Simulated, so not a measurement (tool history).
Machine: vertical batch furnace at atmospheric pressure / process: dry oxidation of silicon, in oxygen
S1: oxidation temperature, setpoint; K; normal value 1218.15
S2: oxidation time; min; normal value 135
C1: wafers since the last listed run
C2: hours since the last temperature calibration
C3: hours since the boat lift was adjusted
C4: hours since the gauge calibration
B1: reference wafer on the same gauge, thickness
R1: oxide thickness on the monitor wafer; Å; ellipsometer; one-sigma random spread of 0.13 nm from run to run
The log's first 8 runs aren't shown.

| run | hour | S1 | S2 | C1 | C2 | C3 | C4 | B1 | R1 |
|---|---|---|---|---|---|---|---|---|---|
| 9 | 218.6 | 1218.15 | 135 | 152 | 5169.4 | 3644.2 | 313.9 | 80.78 | 848.9 |
| 10 | 243.4 | 1218.15 | 135 | 241 | 5194.2 | 3669 | 338.7 | 80.8 | 851.1 |
| 11 | 260.1 | 1231.15 | 135 | 162 | 5210.9 | 3685.7 | 355.4 | 80.78 | 927.9 |
| 12 | 270.3 | 1231.15 | 135 | 99 | 5221.1 | 3695.9 | 365.6 | 80.82 | 929.6 |
| 13 | 290.2 | 1231.15 | 135 | 193 | 5241 | 3715.8 | 385.5 | 80.82 | 928.8 |
| 14 | 309.9 | 1218.15 | 135 | 191 | 5260.7 | 3735.5 | 405.2 | 80.83 | 847.5 |
| 15 | 321.2 | 1218.15 | 135 | 109 | 5272 | 3746.8 | 416.5 | 80.81 | 849.9 |
|  | 356 | boat lift adjusted |
| 16 | 356.5 | 1218.15 | 135 | 109 | 5307.3 | 0.5 | 451.8 | 80.79 | 838.1 |
| 17 | 363.3 | 1218.15 | 105 | 66 | 5314.1 | 7.3 | 458.6 | 80.78 | 725.1 |
| 18 | 385.5 | 1218.15 | 187 | 215 | 5336.3 | 29.5 | 480.8 | 80.78 | 1016.5 |
| 19 | 409.4 | 1238.15 | 99.5 | 232 | 5360.2 | 53.4 | 504.7 | 80.79 | 804.5 |
| 20 | 424.7 | 1239.15 | 117 | 148 | 5375.5 | 68.7 | 520 | 80.82 | 888.2 |
|  | 451.1 | thermocouples replaced and temperature profile calibrated |
| 21 | 451.6 | 1198.15 | 69 | 28 | 0.5 | 95.6 | 546.9 | 80.78 | 502.7 |
|  | 484.8 | boat lift adjusted, repeated, since the last time left the tool worse |
| 22 | 485.3 | 1211.15 | 135 | 94 | 34.2 | 0.5 | 580.6 | 80.83 | 826.9 |
|  | 487 | gauge calibrated |
| 23 | 492 | 1218.15 | 179 | 65 | 40.9 | 7.2 | 5 | 80.83 | 1024.3 |
| 24 | 505.2 | 1225.15 | 92 | 128 | 54.1 | 20.4 | 18.2 | 80.81 | 727.7 |
| 25 | 525.7 | 1227.15 | 194 | 199 | 74.6 | 40.9 | 38.7 | 80.76 | 1142.1 |
| 26 | 545.4 | 1218.15 | 135 | 191 | 94.3 | 60.6 | 58.4 | 80.81 | 865 |
| 27 | 567.3 | 1218.15 | 103 | 212 | 116.2 | 82.5 | 80.3 | 80.8 | 740.1 |
| 28 | 595.9 | 1218.15 | 135 | 278 | 144.8 | 111.1 | 108.9 | 80.78 | 864.5 |
| 29 | 616.4 | 1226.15 | 110.5 | 199 | 165.3 | 131.6 | 129.4 | 80.79 | 809.6 |
| 30 | 627.3 | 1218.15 | 135 | 106 | 176.2 | 142.5 | 140.3 | 80.79 | 863.2 |
| 31 | 639.5 | 1198.15 | 69 | 118 | 188.4 | 154.7 | 152.5 | 80.8 | 520 |
| 32 | 660.1 | 1218.15 | 135 | 200 | 209 | 175.3 | 173.1 | 80.78 | 864.4 |

Predict each of these 5 candidate next runs independently; none follows another, all start after run 32:
| A | 666.9 | 1218.15 | 135 | 66 | 215.8 | 182.1 | 179.9 | ? | ? |
| B | 666.9 | 1212.15 | 183.5 | 66 | 215.8 | 182.1 | 179.9 | ? | ? |
| C | 666.9 | 1204.15 | 68.5 | 66 | 215.8 | 182.1 | 179.9 | ? | ? |
| D | 666.9 | 1200.15 | 169 | 66 | 215.8 | 182.1 | 179.9 | ? | ? |
| E | 666.9 | 1218.15 | 111.5 | 66 | 215.8 | 182.1 | 179.9 | ? | ? |

| run | B1 | R1 |
|---|---|---|
| A | 80.81 | 864.3 |
| B | 80.81 | 995.6 |
| C | 80.81 | 538.3 |
| D | 80.81 | 868.8 |
| E | 80.81 | 772.9 |
What these runs would have given with no unlogged condition in the tool:
| run | R1 |
|---|---|
| A | 868.2 |
| B | 1000.2 |
| C | 540.6 |
| D | 873.2 |
| E | 776.4 |
